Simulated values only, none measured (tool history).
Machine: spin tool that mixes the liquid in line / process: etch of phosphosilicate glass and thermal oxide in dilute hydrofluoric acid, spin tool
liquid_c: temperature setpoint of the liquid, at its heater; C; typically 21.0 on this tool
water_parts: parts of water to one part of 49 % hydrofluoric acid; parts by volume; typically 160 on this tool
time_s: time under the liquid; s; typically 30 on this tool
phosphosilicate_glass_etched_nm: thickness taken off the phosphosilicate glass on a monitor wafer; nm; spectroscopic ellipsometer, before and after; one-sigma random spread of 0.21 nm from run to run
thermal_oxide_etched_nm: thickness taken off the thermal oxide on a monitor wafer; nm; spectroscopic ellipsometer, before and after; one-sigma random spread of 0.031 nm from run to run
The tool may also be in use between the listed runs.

| run | hour | liquid_c | water_parts | time_s | wafers since the last listed run | hours since the thermometer was replaced | hours since the hydrofluoric acid flow meter was replaced | hours since the gauge calibration | read-back film thickness of the phosphosilicate glass reference wafer, read on the same gauge (nm) | read-back film thickness of the thermal oxide reference wafer, read on the same gauge (nm) | phosphosilicate_glass_etched_nm | thermal_oxide_etched_nm |
|---|---|---|---|---|---|---|---|---|---|---|---|---|
| 1 | 0.0 | 21.0 | 160 | 20 | 0 | 1867.0 | 857.8 | 573.9 | 70.01 | 39.999 | 16.06 | 0.500 |
| 2 | 68.3 | 21.0 | 160 | 30 | 531 | 1935.3 | 926.1 | 642.2 | 70.02 | 40.032 | 24.61 | 0.710 |
| 3 | 166.5 | 21.0 | 160 | 30 | 764 | 2033.5 | 1024.3 | 740.4 | 69.98 | 40.012 | 24.57 | 0.803 |
| 4 | 209.7 | 21.0 | 160 | 30 | 336 | 2076.7 | 1067.5 | 783.6 | 69.97 | 39.972 | 24.59 | 0.766 |
| 5 | 306.4 | 23.5 | 160 | 30 | 752 | 2173.4 | 1164.2 | 880.3 | 70.02 | 39.973 | 26.97 | 0.836 |
| 6 | 376.5 | 23.5 | 160 | 30 | 545 | 2243.5 | 1234.3 | 950.4 | 70.01 | 40.017 | 26.86 | 0.913 |
| 7 | 428.8 | 21.0 | 160 | 30 | 407 | 2295.8 | 1286.6 | 1002.7 | 70.01 | 39.979 | 24.42 | 0.776 |
| 8 | 477.1 | 21.0 | 160 | 30 | 376 | 2344.1 | 1334.9 | 1051.0 | 70.02 | 40.005 | 24.74 | 0.770 |
|  | 528.3 | thermometer replaced |
| 9 | 568.1 | 21.0 | 110 | 30 | 700 | 39.8 | 1425.9 | 1142.0 | 70.00 | 40.009 | 34.94 | 1.087 |
| 10 | 653.7 | 21.0 | 110 | 30 | 666 | 125.4 | 1511.5 | 1227.6 | 70.02 | 39.970 | 35.29 | 1.059 |
|  | 733.4 | gauge calibrated |
| 11 | 734.4 | 18.0 | 100 | 45 | 628 | 206.1 | 1592.2 | 1.0 | 70.01 | 40.028 | 51.62 | 1.557 |
|  | 777.4 | hydrofluoric acid flow meter replaced |
| 12 | 828.9 | 21.0 | 160 | 30 | 727 | 300.6 | 51.5 | 95.5 | 69.99 | 40.017 | 23.12 | 0.727 |
| 13 | 909.4 | 21.0 | 160 | 25 | 626 | 381.1 | 132.0 | 176.0 | 70.04 | 40.035 | 19.30 | 0.607 |
| 14 | 985.6 | 24.5 | 160 | 30 | 593 | 457.3 | 208.2 | 252.2 | 70.02 | 40.003 | 26.40 | 0.844 |
| 15 | 1035.2 | 21.0 | 160 | 30 | 386 | 506.9 | 257.8 | 301.8 | 69.99 | 40.025 | 22.93 | 0.757 |
| 16 | 1095.6 | 21.0 | 160 | 30 | 470 | 567.3 | 318.2 | 362.2 | 70.01 | 40.017 | 22.94 | 0.698 |
| 17 | 1194.7 | 17.5 | 235 | 25 | 771 | 666.4 | 417.3 | 461.3 | 69.98 | 40.012 | 10.86 | 0.343 |
| 18 | 1317.8 | 22.5 | 220 | 30 | 958 | 789.5 | 540.4 | 584.4 | 70.04 | 40.019 | 16.63 | 0.509 |
| 19 | 1390.2 | 17.0 | 105 | 15 | 563 | 861.9 | 612.8 | 656.8 | 69.99 | 40.036 | 15.99 | 0.469 |
| 20 | 1492.8 | 25.5 | 195 | 35 | 798 | 964.5 | 715.4 | 759.4 | 69.96 | 40.040 | 25.63 | 0.839 |
| 21 | 1546.4 | 22.5 | 220 | 30 | 417 | 1018.1 | 769.0 | 813.0 | 69.98 | 40.007 | 16.66 | 0.554 |
| 22 | 1642.2 | 17.0 | 205 | 30 | 745 | 1113.9 | 864.8 | 908.8 | 70.02 | 40.052 | 15.10 | 0.488 |
| 23 | 1706.2 | 21.0 | 160 | 15 | 498 | 1177.9 | 928.8 | 972.8 | 70.02 | 39.966 | 11.78 | 0.363 |
| 24 | 1764.2 | 21.0 | 160 | 30 | 451 | 1235.9 | 986.8 | 1030.8 | 70.00 | 39.990 | 23.52 | 0.778 |
| 25 | 1839.9 | 22.5 | 210 | 30 | 589 | 1311.6 | 1062.5 | 1106.5 | 69.99 | 40.002 | 18.06 | 0.590 |

Below are 5 alternative next runs, each starting from the tool's condition after run 25. Predict each:
| A | 1840.3 | 17.5 | 160 | 30 | 3 | 1312.0 | 1062.9 | 1106.9 | ? | ? | ? | ? |
| B | 1840.3 | 23.0 | 125 | 40 | 3 | 1312.0 | 1062.9 | 1106.9 | ? | ? | ? | ? |
| C | 1840.3 | 18.0 | 160 | 25 | 3 | 1312.0 | 1062.9 | 1106.9 | ? | ? | ? | ? |
| D | 1840.3 | 21.0 | 160 | 45 | 3 | 1312.0 | 1062.9 | 1106.9 | ? | ? | ? | ? |
| E | 1840.3 | 26.0 | 105 | 30 | 3 | 1312.0 | 1062.9 | 1106.9 | ? | ? | ? | ? |

| run | read-back film thickness of the phosphosilicate glass reference wafer, read on the same gauge (nm) | read-back film thickness of the thermal oxide reference wafer, read on the same gauge (nm) | phosphosilicate_glass_etched_nm | thermal_oxide_etched_nm |
|---|---|---|---|---|
| A | 69.98 | 40.028 | 20.74 | 0.648 |
| B | 69.98 | 40.028 | 45.66 | 1.428 |
| C | 69.98 | 40.028 | 17.63 | 0.551 |
| D | 69.98 | 40.028 | 35.69 | 1.116 |
| E | 69.98 | 40.028 | 46.92 | 1.467 |
The same runs, with their run-to-run variation unchanged, on a tool lacking any hidden condition would have given:
| run | phosphosilicate_glass_etched_nm | thermal_oxide_etched_nm |
|---|---|---|
| A | 19.50 | 0.610 |
| B | 43.02 | 1.345 |
| C | 16.58 | 0.519 |
| D | 33.63 | 1.052 |
| E | 44.24 | 1.383 |
